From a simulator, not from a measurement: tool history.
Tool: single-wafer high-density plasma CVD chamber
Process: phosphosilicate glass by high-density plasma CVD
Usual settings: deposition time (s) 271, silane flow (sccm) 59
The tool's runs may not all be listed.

run	hour	deposition time (s)	silane flow (sccm)	wafers since the last listed run	hours since the silane flow controller was replaced	hours since the gauge calibration	read-back reference wafer on the same gauge, thickness_nm	mean film thickness on the monitor wafer (nm)
1	0	271	59	0	4299.7	1062.1	1769.597	1657.596
2	53.7	271	59	292	4353.4	1115.8	1769.125	1647.438
3	122.3	271	59	373	4422	1184.4	1770.674	1652.154
4	171.9	271	59	270	4471.6	1234	1769.974	1654.909
5	252.5	271	59	439	4552.2	1314.6	1768.663	1643.623
6	359.3	234	59	582	4659	1421.4	1770.377	1425.837
7	434.6	234	65	410	4734.3	1496.7	1769.893	1572.4
8	473.7	271	59	213	4773.4	1535.8	1769.272	1646.94
9	521.5	271	59	260	4821.2	1583.6	1770.497	1652.409
10	583.5	271	59	337	4883.2	1645.6	1769.742	1649.979
11	669.1	271	56	466	4968.8	1731.2	1768.467	1564.445
12	707.4	271	56	208	5007.1	1769.5	1768.814	1563.651
13	813.4	271	56	577	5113.1	1875.5	1770.094	1569.586
14	893.4	271	59	435	5193.1	1955.5	1770.375	1656.681
15	941.8	271	59	263	5241.5	2003.9	1769.106	1651.851
16	992.2	271	59	274	5291.9	2054.3	1770.077	1646.975
# hour 1001.1: silane flow controller replaced
17	1056.3	271	64	305	55.2	2118.4	1768.154	1859.196
18	1163.2	271	64	582	162.1	2225.3	1769.361	1853.405
19	1223.8	293	48	330	222.7	2285.9	1770.483	1499.279
20	1290.9	231	63	365	289.8	2353	1770.046	1554.879
# hour 1342: gauge calibrated
21	1342.1	286	66	279	341	0.1	1770.957	2014.979
22	1401.1	226	47	321	400	59.1	1767.992	1130.317
23	1437.3	271	59	197	436.2	95.3	1768.655	1702.496
24	1487.7	271	59	274	486.6	145.7	1771.109	1694.581
25	1554	271	59	361	552.9	212	1768.784	1706.089
26	1636.6	271	54	450	635.5	294.6	1767.822	1555.038
27	1705.5	228	70	375	704.4	363.5	1769.191	1692.836
28	1772.4	271	59	364	771.3	430.4	1768.943	1690.177
29	1866.6	285	59	513	865.5	524.6	1770.313	1769.029
30	2162.9	250	59	1614	1161.8	820.9	1770.796	1558.753
31	2258.8	296	51	522	1257.7	916.8	1769.904	1590.613
32	2315.2	271	59	307	1314.1	973.2	1769.379	1683.994
33	2356.4	250	62	224	1355.3	1014.4	1769.957	1631.765
34	2408.1	305	65	281	1407	1066.1	1770.419	2080.83
35	2506.4	231	59	535	1505.3	1164.4	1770.334	1429.822
36	2571.1	271	59	352	1570	1229.1	1772.107	1680.397
37	2630.7	321	68	324	1629.6	1288.7	1769.741	2290.021

3 ways to go on from here, each from the tool as it stands after run 37. What would each give?
A	2631.2	271	59	2	1630.1	1289.2	?	?
B	2631.2	239	59	2	1630.1	1289.2	?	?
C	2631.2	290	62	2	1630.1	1289.2	?	?

run	read-back reference wafer on the same gauge, thickness_nm	mean film thickness on the monitor wafer (nm)
A	1770.423	1682.014
B	1770.423	1483.4
C	1770.423	1891.464
Without the tool's hidden state the same runs would have given:
run	mean film thickness on the monitor wafer (nm)
A	1718.875
B	1515.908
C	1932.914
